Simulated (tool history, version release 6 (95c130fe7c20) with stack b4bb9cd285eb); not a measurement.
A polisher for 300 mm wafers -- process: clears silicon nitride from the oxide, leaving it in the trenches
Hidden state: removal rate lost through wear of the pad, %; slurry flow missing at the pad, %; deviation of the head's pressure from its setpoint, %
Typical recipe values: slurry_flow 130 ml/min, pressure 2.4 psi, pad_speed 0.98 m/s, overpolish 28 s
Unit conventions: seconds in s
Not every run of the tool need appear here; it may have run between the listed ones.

run	day	slurry_flow	pressure	pad_speed	overpolish	wafers since the last listed run	wafers polished on this pad	hours since the slurry nozzle was cleaned	hours since the head pressure was calibrated	incoming thickness of the incoming film, nm	seconds
1	0	130	2.4	1.24	28	0	41	283.4	102.1	94.9	102.5
2	1.308	130	2.4	1.24	28	253	295	314.8	133.5	95.9	99.7
3	2.733	130	2.4	0.98	28	276	572	349	167.7	95.9	127.6
4	3.533	130	2.4	0.98	28	155	727	368.2	186.9	93.3	123.1
# day 4.121: worn pad replaced by a new one
5	4.442	130	2.4	0.98	28	143	62	390	208.7	94.3	124.2
6	5.612	130	2.4	0.98	28	227	289	418.1	236.8	94	120.4
7	6.442	130	2.4	0.98	28	160	450	438	256.7	95.1	121.3
8	7.379	130	2.4	0.98	28	181	632	460.5	279.2	95	119.3
# day 8.258: worn pad replaced by a new one
9	8.475	130	2.4	0.98	28	180	42	486.8	305.5	95.2	122.8
10	9.788	130	2.4	0.98	28	254	297	518.3	337	95.3	122.1
# day 10.154: head pressure recalibrated
11	10.854	130	2.4	0.9	28	190	487	543.9	16.8	96.1	146.6
12	11.675	130	2.4	0.98	28	159	647	563.6	36.5	96	133.7
# day 12.612: worn pad replaced by a new one
13	12.992	130	2.4	0.98	28	223	73	595.2	68.1	94.8	130.8
14	14.304	130	3.1	0.98	28	254	328	626.7	99.6	93.7	102.5
# day 15.267: slurry nozzle cleaned
15	15.767	110	2.4	0.72	37	275	603	12	134.7	93.6	181.6
16	17.083	130	2.4	0.98	28	255	859	43.6	166.3	94.2	128
# day 17.717: worn pad replaced by a new one
17	18.521	130	1.7	0.98	28	246	156	78.1	200.8	95.5	174.6
18	20.425	175	3.1	0.82	36	369	525	123.8	246.5	95.4	113.6
19	21.412	95	3	0.98	14	191	717	147.5	270.2	95.5	110.1
# day 22.233: worn pad replaced by a new one
20	22.358	130	2.6	1.3	28	151	24	170.2	292.9	95.7	87.3
21	22.875	145	2.4	1.22	28	100	124	182.6	305.3	95.2	96.2

What if the next run were any one of these 3? Each begins from the tool's condition after run 21:
A	22.896	130	2.4	0.98	28	4	128	183.1	305.8	95.2	?
B	22.896	145	1.7	0.86	19	4	128	183.1	305.8	95.2	?
C	22.896	170	1.8	0.78	21	4	128	183.1	305.8	95.2	?

run	seconds
A	126.2
B	194.2
C	197.5
Take away the tool's hidden state, keep each run's random variation, and the runs would have read:
run	seconds
A	136.6
B	210.3
C	213.8
